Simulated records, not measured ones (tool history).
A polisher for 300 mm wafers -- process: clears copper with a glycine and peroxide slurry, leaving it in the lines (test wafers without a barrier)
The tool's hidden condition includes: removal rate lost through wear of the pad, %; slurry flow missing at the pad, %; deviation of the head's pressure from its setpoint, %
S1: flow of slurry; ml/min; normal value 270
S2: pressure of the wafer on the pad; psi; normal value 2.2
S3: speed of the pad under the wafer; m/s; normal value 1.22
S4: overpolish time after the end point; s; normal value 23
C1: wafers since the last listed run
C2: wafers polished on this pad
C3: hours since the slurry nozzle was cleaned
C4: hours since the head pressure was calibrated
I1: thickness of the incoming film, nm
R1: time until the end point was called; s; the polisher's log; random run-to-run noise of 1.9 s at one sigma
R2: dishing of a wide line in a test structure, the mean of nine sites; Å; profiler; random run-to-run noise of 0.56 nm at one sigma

run,hour,S1,S2,S3,S4,C1,C2,C3,C4,I1,R1,R2
1,0,270,2.2,1.22,23,0,1013,36.3,261.3,823.6,155.9,417
# hour 30.6: worn pad replaced by a new one
2,62.7,270,2.2,1.22,13,371,203,99,324,807.5,151.8,313
3,90.8,270,2.4,1.22,17,177,380,127.1,352.1,817,142.7,376
4,102.9,270,2.2,1.22,23,76,457,139.2,364.2,819.3,153.9,410
5,136.8,270,2.2,1.22,23,214,672,173.1,398.1,805,150.6,404
6,172.6,270,2.2,1.22,23,226,898,208.9,433.9,808.3,156.7,415
7,187,270,2.2,1.22,23,91,989,223.3,448.3,800.4,150.7,399
# hour 193: worn pad replaced by a new one
8,220.8,270,2.2,1.22,23,188,175,257.1,482.1,812.9,156.6,415
9,255.7,270,2.2,1.22,31,220,396,292,517,808.3,152.7,436
10,290.1,270,2.2,1.22,23,217,614,326.4,551.4,815.8,154.7,404
11,317.5,270,2.2,1.22,23,173,787,353.8,578.8,810.5,154,409
12,351.8,270,2.2,1.22,23,217,1005,388.1,613.1,804.9,153.4,411
# hour 360.5: worn pad replaced by a new one
13,367,270,2.2,1.22,23,70,41,403.3,628.3,806.4,154.3,405
14,411,270,2.2,1.22,23,278,319,447.3,672.3,815.4,154.1,397
15,433.2,270,2.2,1.22,23,140,460,469.5,694.5,806.9,153.1,394
16,464.4,270,2.2,1.22,23,197,657,500.7,725.7,803.8,155.2,395
17,479.7,235,2.9,1.5,29,96,754,516,741,803.5,109.3,460
# hour 534.1: head pressure recalibrated
18,536.5,270,2.7,1.08,15,346,1101,572.8,2.4,797.5,140.9,351
# hour 544.8: worn pad replaced by a new one
19,562.5,270,2.2,1.22,23,139,112,598.8,28.4,796.6,155.8,398
# hour 571.1: slurry nozzle cleaned
20,580.3,270,1.9,1,35,106,218,9.2,46.2,810.8,218.8,417
21,593.1,185,1.9,1.22,23,81,299,22,59,806.6,214.9,365
22,606.9,270,2.2,1.22,23,87,387,35.8,72.8,804.4,168,390
23,641.4,215,1.9,1.44,27,218,605,70.3,107.3,809.3,185,397
24,674.2,270,2.2,1.22,23,207,812,103.1,140.1,798.7,166.8,386
25,703.3,270,2.2,1.22,23,184,997,132.2,169.2,812.7,172.1,395
26,728.1,365,2.2,1.22,23,156,1154,157,194,801.4,156.6,410
# hour 736.7: worn pad replaced by a new one
27,745.1,180,1.6,0.92,18,82,52,174,211,801.8,292.9,264
# hour 747.5: slurry nozzle cleaned, repeated, since the last time left the tool worse
28,778.2,270,3,1.22,12,203,256,30.7,244.1,805.8,118.6,345
29,805.3,270,2.2,1.22,23,171,427,57.8,271.2,811.4,152.6,416
30,839.4,295,2.2,1.22,23,215,643,91.9,305.3,804.3,148.6,401
31,851.9,200,1.4,1.22,23,79,722,104.4,317.8,815.8,224.9,351

Hidden state or all else? Some run-to-run changes of R1, split into what the settings, what came in and random variation would give without the hidden state, and what is left for the hidden state (with any gauge scatter that isn't in both results):
Run 19 -> 20: S2 2.2 -> 1.9, S3 1.22 -> 1, S4 23 -> 35, slurry nozzle cleaned. R1 +63 s: hidden state +17.4, all else +45.6.
Run 26 -> 27: S1 365 -> 180, S2 2.2 -> 1.6, S3 1.22 -> 0.92, S4 23 -> 18, worn pad replaced by a new one. R1 +136.3 s: hidden state +38, all else +98.3.
Run 27 -> 28: S1 180 -> 270, S2 1.6 -> 3, S3 0.92 -> 1.22, S4 18 -> 12, slurry nozzle cleaned, repeated, since the last time left the tool worse. R1 -174.3 s: hidden state -52, all else -122.3.
Run 30 -> 31: S1 295 -> 200, S2 2.2 -> 1.4. R1 +76.3 s: hidden state +0.4, all else +75.9.
